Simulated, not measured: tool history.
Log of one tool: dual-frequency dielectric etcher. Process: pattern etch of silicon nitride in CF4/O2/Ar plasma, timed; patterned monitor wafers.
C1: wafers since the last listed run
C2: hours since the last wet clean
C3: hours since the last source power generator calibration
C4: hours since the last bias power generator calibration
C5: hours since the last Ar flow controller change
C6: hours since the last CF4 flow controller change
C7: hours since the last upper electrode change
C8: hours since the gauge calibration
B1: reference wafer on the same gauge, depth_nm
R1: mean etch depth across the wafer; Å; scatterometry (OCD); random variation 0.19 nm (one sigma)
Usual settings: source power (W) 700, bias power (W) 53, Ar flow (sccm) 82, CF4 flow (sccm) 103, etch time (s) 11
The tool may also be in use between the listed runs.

run 1 hour=0 | source_power_(W)=700 bias_power_(W)=53 Ar_flow_(sccm)=82 CF4_flow_(sccm)=103 etch_time_(s)=9.5 | C1=0 C2=475.2 C3=3011.9 C4=1102 C5=2083.5 C6=1637 C7=2747.7 C8=50 | B1=25.29 | R1=263.6
run 2 hour=38.2 | source_power_(W)=700 bias_power_(W)=53 Ar_flow_(sccm)=82 CF4_flow_(sccm)=103 etch_time_(s)=9.5 | C1=861 C2=513.4 C3=3050.1 C4=1140.2 C5=2121.7 C6=1675.2 C7=2785.9 C8=88.2 | B1=25.29 | R1=262.4
-- hour=128.6 wet clean of the chamber
run 3 hour=129.1 | source_power_(W)=700 bias_power_(W)=53 Ar_flow_(sccm)=82 CF4_flow_(sccm)=103 etch_time_(s)=9.5 | C1=1509 C2=0.5 C3=3141 C4=1231.1 C5=2212.6 C6=1766.1 C7=2876.8 C8=179.1 | B1=25.3 | R1=265
run 4 hour=184.3 | source_power_(W)=700 bias_power_(W)=53 Ar_flow_(sccm)=82 CF4_flow_(sccm)=103 etch_time_(s)=11 | C1=1245 C2=55.7 C3=3196.2 C4=1286.3 C5=2267.8 C6=1821.3 C7=2932 C8=234.3 | B1=25.3 | R1=306.8
run 5 hour=290.3 | source_power_(W)=700 bias_power_(W)=60 Ar_flow_(sccm)=98 CF4_flow_(sccm)=103 etch_time_(s)=11 | C1=2391 C2=161.7 C3=3302.2 C4=1392.3 C5=2373.8 C6=1927.3 C7=3038 C8=340.3 | B1=25.31 | R1=318.1
run 6 hour=331.2 | source_power_(W)=700 bias_power_(W)=53 Ar_flow_(sccm)=82 CF4_flow_(sccm)=119 etch_time_(s)=11 | C1=922 C2=202.6 C3=3343.1 C4=1433.2 C5=2414.7 C6=1968.2 C7=3078.9 C8=381.2 | B1=25.29 | R1=314.3
run 7 hour=383.3 | source_power_(W)=810 bias_power_(W)=53 Ar_flow_(sccm)=82 CF4_flow_(sccm)=85 etch_time_(s)=12 | C1=1175 C2=254.7 C3=3395.2 C4=1485.3 C5=2466.8 C6=2020.3 C7=3131 C8=433.3 | B1=25.32 | R1=363
-- hour=429.1 Ar flow controller replaced
run 8 hour=459.7 | source_power_(W)=700 bias_power_(W)=59 Ar_flow_(sccm)=82 CF4_flow_(sccm)=103 etch_time_(s)=11 | C1=1588 C2=331.1 C3=3471.6 C4=1561.7 C5=30.6 C6=2096.7 C7=3207.4 C8=509.7 | B1=25.28 | R1=321.8
run 9 hour=554.3 | source_power_(W)=700 bias_power_(W)=53 Ar_flow_(sccm)=82 CF4_flow_(sccm)=103 etch_time_(s)=11 | C1=2134 C2=425.7 C3=3566.2 C4=1656.3 C5=125.2 C6=2191.3 C7=3302 C8=604.3 | B1=25.28 | R1=307.7
-- hour=616.5 source power generator calibrated
-- hour=695.8 wet clean of the chamber
run 10 hour=798.9 | source_power_(W)=780 bias_power_(W)=53 Ar_flow_(sccm)=82 CF4_flow_(sccm)=103 etch_time_(s)=11 | C1=4887 C2=103.1 C3=182.4 C4=1900.9 C5=369.8 C6=2435.9 C7=3546.6 C8=848.9 | B1=25.3 | R1=327.5
run 11 hour=847.8 | source_power_(W)=610 bias_power_(W)=43 Ar_flow_(sccm)=82 CF4_flow_(sccm)=127 etch_time_(s)=11 | C1=1103 C2=152 C3=231.3 C4=1949.8 C5=418.7 C6=2484.8 C7=3595.5 C8=897.8 | B1=25.29 | R1=255.3
-- hour=878.8 upper electrode replaced
run 12 hour=932.6 | source_power_(W)=760 bias_power_(W)=59 Ar_flow_(sccm)=88 CF4_flow_(sccm)=103 etch_time_(s)=11 | C1=1371 C2=236.8 C3=316.1 C4=2034.6 C5=503.5 C6=2569.6 C7=53.8 C8=982.6 | B1=25.29 | R1=329.9
-- hour=1002 bias power generator calibrated
run 13 hour=1197.7 | source_power_(W)=700 bias_power_(W)=53 Ar_flow_(sccm)=82 CF4_flow_(sccm)=103 etch_time_(s)=11 | C1=5891 C2=501.9 C3=581.2 C4=195.7 C5=768.6 C6=2834.7 C7=318.9 C8=1247.7 | B1=25.3 | R1=302.3
-- hour=1237.1 wet clean of the chamber
-- hour=1250.5 CF4 flow controller replaced
run 14 hour=1295.1 | source_power_(W)=650 bias_power_(W)=53 Ar_flow_(sccm)=82 CF4_flow_(sccm)=119 etch_time_(s)=14.5 | C1=1520 C2=58 C3=678.6 C4=293.1 C5=866 C6=44.6 C7=416.3 C8=1345.1 | B1=25.25 | R1=383.3
run 15 hour=1400.3 | source_power_(W)=640 bias_power_(W)=53 Ar_flow_(sccm)=82 CF4_flow_(sccm)=86 etch_time_(s)=11 | C1=2373 C2=163.2 C3=783.8 C4=398.3 C5=971.2 C6=149.8 C7=521.5 C8=1450.3 | B1=25.31 | R1=274.7
run 16 hour=1540.8 | source_power_(W)=700 bias_power_(W)=53 Ar_flow_(sccm)=82 CF4_flow_(sccm)=103 etch_time_(s)=8.5 | C1=3170 C2=303.7 C3=924.3 C4=538.8 C5=1111.7 C6=290.3 C7=662 C8=1590.8 | B1=25.31 | R1=234.1
run 17 hour=1596 | source_power_(W)=780 bias_power_(W)=53 Ar_flow_(sccm)=98 CF4_flow_(sccm)=121 etch_time_(s)=11 | C1=1245 C2=358.9 C3=979.5 C4=594 C5=1166.9 C6=345.5 C7=717.2 C8=1646 | B1=25.34 | R1=335.2
run 18 hour=1669 | source_power_(W)=700 bias_power_(W)=53 Ar_flow_(sccm)=96 CF4_flow_(sccm)=103 etch_time_(s)=11 | C1=1647 C2=431.9 C3=1052.5 C4=667 C5=1239.9 C6=418.5 C7=790.2 C8=1719 | B1=25.28 | R1=302.9
run 19 hour=1709.4 | source_power_(W)=700 bias_power_(W)=64 Ar_flow_(sccm)=82 CF4_flow_(sccm)=94 etch_time_(s)=11 | C1=911 C2=472.3 C3=1092.9 C4=707.4 C5=1280.3 C6=458.9 C7=830.6 C8=1759.4 | B1=25.33 | R1=324.9
-- hour=1762.8 gauge calibrated
-- hour=1764.9 wet clean of the chamber
run 20 hour=1765.4 | source_power_(W)=700 bias_power_(W)=53 Ar_flow_(sccm)=72 CF4_flow_(sccm)=112 etch_time_(s)=11 | C1=722 C2=0.5 C3=1148.9 C4=763.4 C5=1336.3 C6=514.9 C7=886.6 C8=2.6 | B1=25.34 | R1=312.5
run 21 hour=1823 | source_power_(W)=700 bias_power_(W)=57 Ar_flow_(sccm)=93 CF4_flow_(sccm)=103 etch_time_(s)=8.5 | C1=1299 C2=58.1 C3=1206.5 C4=821 C5=1393.9 C6=572.5 C7=944.2 C8=60.2 | B1=25.32 | R1=239.4

How the hidden state differs across the entries between the runs, from the last listed run before each to the first after it:
Between runs 2 and 3: wet clean of the chamber (hour 128.6)
  source power that arrives over what is set, %: 2.92 -> 3.06
  measured less the result without the state, R1: +5.9 -> +6.2 Å
Between runs 7 and 8: Ar flow controller replaced (hour 429.1)
  source power that arrives over what is set, %: 3.45 -> 3.57
  measured less the result without the state, R1: +9.5 -> +8.7 Å
Between runs 9 and 10: source power generator calibrated (hour 616.5); wet clean of the chamber (hour 695.8)
  source power that arrives over what is set, %: 3.71 -> 0.963
  measured less the result without the state, R1: +8.7 -> +2.4 Å
Between runs 11 and 12: upper electrode replaced (hour 878.8)
  source power that arrives over what is set, %: 1.04 -> 1.17
  measured less the result without the state, R1: +2.1 -> +2.9 Å
Between runs 12 and 13: bias power generator calibrated (hour 1002)
  source power that arrives over what is set, %: 1.17 -> 1.57
  measured less the result without the state, R1: +2.9 -> +3.7 Å
Between runs 13 and 14: wet clean of the chamber (hour 1237.1); CF4 flow controller replaced (hour 1250.5)
  source power that arrives over what is set, %: 1.57 -> 1.72
  measured less the result without the state, R1: +3.7 -> +5.1 Å
Between runs 19 and 20: gauge calibrated (hour 1762.8); wet clean of the chamber (hour 1764.9)
  source power that arrives over what is set, %: 2.36 -> 2.44
  measured less the result without the state, R1: +5.8 -> +5.9 Å

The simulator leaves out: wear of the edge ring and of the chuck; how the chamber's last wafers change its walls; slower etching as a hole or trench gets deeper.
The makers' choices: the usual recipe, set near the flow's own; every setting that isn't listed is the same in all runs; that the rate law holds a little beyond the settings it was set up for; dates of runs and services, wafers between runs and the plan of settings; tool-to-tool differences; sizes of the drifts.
